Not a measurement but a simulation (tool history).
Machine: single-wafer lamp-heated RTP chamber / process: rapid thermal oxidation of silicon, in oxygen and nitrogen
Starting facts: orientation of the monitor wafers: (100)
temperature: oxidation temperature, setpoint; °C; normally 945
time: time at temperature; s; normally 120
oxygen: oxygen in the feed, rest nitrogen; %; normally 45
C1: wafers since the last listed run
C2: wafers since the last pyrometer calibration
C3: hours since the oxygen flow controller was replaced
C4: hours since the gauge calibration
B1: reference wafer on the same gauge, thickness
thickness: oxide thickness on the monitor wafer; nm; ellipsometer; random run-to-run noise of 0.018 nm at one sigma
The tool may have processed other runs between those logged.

run 1 hour=0.0 | temperature=945 time=120 oxygen=45 | C1=0 C2=459 C3=1758.1 C4=183.2 | B1=4.510 | thickness=3.904
run 2 hour=26.1 | temperature=945 time=120 oxygen=45 | C1=249 C2=708 C3=1784.2 C4=209.3 | B1=4.506 | thickness=3.874
run 3 hour=67.3 | temperature=945 time=120 oxygen=45 | C1=393 C2=1101 C3=1825.4 C4=250.5 | B1=4.510 | thickness=3.925
run 4 hour=133.8 | temperature=945 time=120 oxygen=45 | C1=634 C2=1736 C3=1891.9 C4=317.0 | B1=4.510 | thickness=3.968
run 5 hour=166.6 | temperature=945 time=120 oxygen=45 | C1=313 C2=2049 C3=1924.7 C4=349.8 | B1=4.509 | thickness=3.920
run 6 hour=191.3 | temperature=945 time=120 oxygen=45 | C1=235 C2=2285 C3=1949.4 C4=374.5 | B1=4.511 | thickness=3.966
run 7 hour=242.2 | temperature=968 time=120 oxygen=25 | C1=485 C2=2771 C3=2000.3 C4=425.4 | B1=4.513 | thickness=3.853
run 8 hour=278.3 | temperature=945 time=76 oxygen=45 | C1=344 C2=3115 C3=2036.4 C4=461.5 | B1=4.509 | thickness=3.313
-- hour=304.5 pyrometer window cleaned and pyrometer calibrated
run 9 hour=353.3 | temperature=945 time=76 oxygen=45 | C1=639 C2=465 C3=2111.4 C4=536.5 | B1=4.509 | thickness=3.286
run 10 hour=413.2 | temperature=945 time=76 oxygen=45 | C1=571 C2=1037 C3=2171.3 C4=596.4 | B1=4.511 | thickness=3.329
run 11 hour=441.1 | temperature=945 time=120 oxygen=45 | C1=266 C2=1303 C3=2199.2 C4=624.3 | B1=4.509 | thickness=3.948
run 12 hour=477.1 | temperature=924 time=120 oxygen=45 | C1=343 C2=1647 C3=2235.2 C4=660.3 | B1=4.513 | thickness=3.440
run 13 hour=534.0 | temperature=924 time=120 oxygen=45 | C1=543 C2=2190 C3=2292.1 C4=717.2 | B1=4.512 | thickness=3.420
run 14 hour=604.3 | temperature=945 time=97 oxygen=54 | C1=670 C2=2861 C3=2362.4 C4=787.5 | B1=4.509 | thickness=3.807
run 15 hour=639.1 | temperature=945 time=97 oxygen=54 | C1=332 C2=3193 C3=2397.2 C4=822.3 | B1=4.514 | thickness=3.859
-- hour=670.8 pyrometer window cleaned and pyrometer calibrated
run 16 hour=676.9 | temperature=945 time=120 oxygen=45 | C1=284 C2=58 C3=2435.0 C4=860.1 | B1=4.511 | thickness=3.843
-- hour=742.6 gauge calibrated
run 17 hour=764.3 | temperature=945 time=120 oxygen=66 | C1=834 C2=892 C3=2522.4 C4=21.7 | B1=4.510 | thickness=4.406
run 18 hour=834.4 | temperature=945 time=157 oxygen=45 | C1=669 C2=1561 C3=2592.5 C4=91.8 | B1=4.509 | thickness=4.375
run 19 hour=892.6 | temperature=925 time=120 oxygen=45 | C1=555 C2=2116 C3=2650.7 C4=150.0 | B1=4.507 | thickness=3.442
run 20 hour=963.3 | temperature=945 time=120 oxygen=45 | C1=674 C2=2791 C3=2721.4 C4=220.7 | B1=4.506 | thickness=3.921
-- hour=974.6 pyrometer window cleaned and pyrometer calibrated
run 21 hour=1000.0 | temperature=955 time=68 oxygen=71 | C1=273 C2=242 C3=2758.1 C4=257.4 | B1=4.507 | thickness=3.787
run 22 hour=1028.8 | temperature=945 time=82 oxygen=27 | C1=274 C2=517 C3=2786.9 C4=286.2 | B1=4.510 | thickness=3.002
run 23 hour=1086.9 | temperature=945 time=120 oxygen=45 | C1=554 C2=1072 C3=2845.0 C4=344.3 | B1=4.513 | thickness=3.950
run 24 hour=1131.5 | temperature=964 time=170 oxygen=59 | C1=425 C2=1497 C3=2889.6 C4=388.9 | B1=4.510 | thickness=5.733
run 25 hour=1160.6 | temperature=932 time=64 oxygen=37 | C1=277 C2=1775 C3=2918.7 C4=418.0 | B1=4.510 | thickness=2.797
run 26 hour=1229.2 | temperature=953 time=180 oxygen=68 | C1=654 C2=2430 C3=2987.3 C4=486.6 | B1=4.508 | thickness=5.698
-- hour=1250.5 oxygen flow controller replaced
run 27 hour=1299.6 | temperature=945 time=76 oxygen=45 | C1=595 C2=3025 C3=49.1 C4=557.0 | B1=4.513 | thickness=3.359
-- hour=1311.5 pyrometer window cleaned and pyrometer calibrated
run 28 hour=1430.7 | temperature=955 time=120 oxygen=45 | C1=1174 C2=1137 C3=180.2 C4=688.1 | B1=4.509 | thickness=4.200
run 29 hour=1467.3 | temperature=968 time=120 oxygen=60 | C1=349 C2=1486 C3=216.8 C4=724.7 | B1=4.508 | thickness=5.112
run 30 hour=1508.6 | temperature=933 time=120 oxygen=45 | C1=394 C2=1880 C3=258.1 C4=766.0 | B1=4.511 | thickness=3.628
run 31 hour=1573.8 | temperature=945 time=95 oxygen=45 | C1=622 C2=2503 C3=323.3 C4=831.2 | B1=4.513 | thickness=3.602
run 32 hour=1600.2 | temperature=955 time=69 oxygen=72 | C1=251 C2=2755 C3=349.7 C4=857.6 | B1=4.510 | thickness=3.921
-- hour=1645.0 pyrometer window cleaned and pyrometer calibrated
run 33 hour=1660.2 | temperature=926 time=164 oxygen=73 | C1=496 C2=144 C3=409.7 C4=917.6 | B1=4.510 | thickness=4.441

Forecast each of these 4 alternatives for the next run:
run A hour=1660.7 | temperature=945 time=147 oxygen=45 | C1=4 C2=149 C3=410.2 C4=918.1 | B1=? | thickness=?
run B hour=1660.7 | temperature=957 time=82 oxygen=73 | C1=4 C2=149 C3=410.2 C4=918.1 | B1=? | thickness=?
run C hour=1660.7 | temperature=975 time=120 oxygen=45 | C1=4 C2=149 C3=410.2 C4=918.1 | B1=? | thickness=?
run D hour=1660.7 | temperature=972 time=175 oxygen=29 | C1=4 C2=149 C3=410.2 C4=918.1 | B1=? | thickness=?

run=A B1=4.513 thickness=4.177
run=B B1=4.513 thickness=4.162
run=C B1=4.513 thickness=4.758
run=D B1=4.513 thickness=4.739
What these runs would have given with no unlogged condition in the tool:
run=A thickness=4.156
run=B thickness=4.141
run=C thickness=4.734
run=D thickness=4.716
